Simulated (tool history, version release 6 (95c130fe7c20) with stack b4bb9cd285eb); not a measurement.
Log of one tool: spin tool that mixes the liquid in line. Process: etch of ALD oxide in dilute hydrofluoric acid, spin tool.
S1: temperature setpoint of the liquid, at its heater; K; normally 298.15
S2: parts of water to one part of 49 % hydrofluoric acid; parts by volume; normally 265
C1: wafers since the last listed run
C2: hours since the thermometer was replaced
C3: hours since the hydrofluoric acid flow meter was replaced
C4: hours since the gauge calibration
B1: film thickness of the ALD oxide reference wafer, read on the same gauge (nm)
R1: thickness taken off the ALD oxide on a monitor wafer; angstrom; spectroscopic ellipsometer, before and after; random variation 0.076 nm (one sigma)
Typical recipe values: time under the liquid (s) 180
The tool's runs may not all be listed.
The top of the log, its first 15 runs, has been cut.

Run 16, hour 1181.4: usual settings but S2 195 parts by volume; C1 572; C2 536.0; C3 788.1; C4 272.7; B1 30.02. Result: R1 123.2 angstrom.
Run 17, hour 1259.1: usual settings but time under the liquid (s) 115; C1 423; C2 613.7; C3 865.8; C4 350.4; B1 30.01. Result: R1 53.7 angstrom.
Run 18, hour 1336.8: usual settings; C1 423; C2 691.4; C3 943.5; C4 428.1; B1 30.01. Result: R1 83.8 angstrom.
Run 19, hour 1423.0: usual settings but S1 302.65 K; C1 470; C2 777.6; C3 1029.7; C4 514.3; B1 30.00. Result: R1 98.3 angstrom.
Run 20, hour 1510.3: usual settings but S2 370 parts by volume, time under the liquid (s) 95; C1 476; C2 864.9; C3 1117.0; C4 601.6; B1 29.97. Result: R1 28.6 angstrom.
Run 21, hour 1611.3: usual settings; C1 550; C2 965.9; C3 1218.0; C4 702.6; B1 29.99. Result: R1 82.4 angstrom.
Run 22, hour 1867.1: usual settings but S2 215 parts by volume, time under the liquid (s) 215; C1 1395; C2 1221.7; C3 1473.8; C4 958.4; B1 30.00. Result: R1 131.8 angstrom.
Run 23, hour 1922.1: usual settings; C1 299; C2 1276.7; C3 1528.8; C4 1013.4; B1 30.01. Result: R1 83.6 angstrom.
Run 24, hour 1964.9: usual settings but S2 220 parts by volume; C1 233; C2 1319.5; C3 1571.6; C4 1056.2; B1 30.02. Result: R1 106.0 angstrom.
At hour 2044.8: hydrofluoric acid flow meter replaced.
Run 25, hour 2070.6: usual settings but S1 300.15 K, time under the liquid (s) 75; C1 571; C2 1425.2; C3 25.8; C4 1161.9; B1 30.01. Result: R1 37.2 angstrom.
Run 26, hour 2162.1: usual settings; C1 499; C2 1516.7; C3 117.3; C4 1253.4; B1 30.05. Result: R1 83.7 angstrom.
Run 27, hour 2225.9: usual settings; C1 347; C2 1580.5; C3 181.1; C4 1317.2; B1 30.00. Result: R1 84.1 angstrom.
Run 28, hour 2323.2: usual settings but time under the liquid (s) 285; C1 530; C2 1677.8; C3 278.4; C4 1414.5; B1 29.96. Result: R1 132.6 angstrom.
Run 29, hour 2359.3: usual settings but S1 294.65 K, S2 315 parts by volume, time under the liquid (s) 140; C1 196; C2 1713.9; C3 314.5; C4 1450.6; B1 30.01. Result: R1 47.1 angstrom.
Run 30, hour 2413.6: usual settings but S1 295.65 K, S2 220 parts by volume, time under the liquid (s) 110; C1 296; C2 1768.2; C3 368.8; C4 1504.9; B1 30.01. Result: R1 59.3 angstrom.
Run 31, hour 2490.3: usual settings but S1 302.65 K, S2 155 parts by volume, time under the liquid (s) 235; C1 418; C2 1844.9; C3 445.5; C4 1581.6; B1 30.03. Result: R1 249.9 angstrom.
Run 32, hour 2597.8: usual settings but S2 370 parts by volume, time under the liquid (s) 95; C1 586; C2 1952.4; C3 553.0; C4 1689.1; B1 30.02. Result: R1 28.4 angstrom.
Run 33, hour 2638.5: usual settings but S1 296.65 K, S2 320 parts by volume; C1 221; C2 1993.1; C3 593.7; C4 1729.8; B1 29.98. Result: R1 62.6 angstrom.
At hour 2641.1: thermometer replaced.
Run 34, hour 2727.3: usual settings but S1 300.15 K, S2 220 parts by volume, time under the liquid (s) 210; C1 478; C2 86.2; C3 682.5; C4 1818.6; B1 30.02. Result: R1 132.7 angstrom.
Run 35, hour 2805.0: usual settings but S2 370 parts by volume, time under the liquid (s) 95; C1 423; C2 163.9; C3 760.2; C4 1896.3; B1 29.98. Result: R1 28.0 angstrom.

Consider 3 possible next runs. They are alternatives, not a sequence: every one starts from the tool as it was left by run 35. What does each give?
Run A, hour 2805.5: usual settings but time under the liquid (s) 70; C1 2; C2 164.4; C3 760.7; C4 1896.8; B1 ?. Result: R1 ?.
Run B, hour 2805.5: usual settings but S1 302.15 K, S2 300 parts by volume, time under the liquid (s) 275; C1 2; C2 164.4; C3 760.7; C4 1896.8; B1 ?. Result: R1 ?.
Run C, hour 2805.5: usual settings but S1 300.65 K, S2 140 parts by volume, time under the liquid (s) 145; C1 2; C2 164.4; C3 760.7; C4 1896.8; B1 ?. Result: R1 ?.

run     B1     R1
  A  30.00   32.7
  B  30.00  125.3
  C  30.00  161.7
With no hidden state in the tool, these same runs would have given:
run     R1
  A   32.7
  B  125.3
  C  161.7
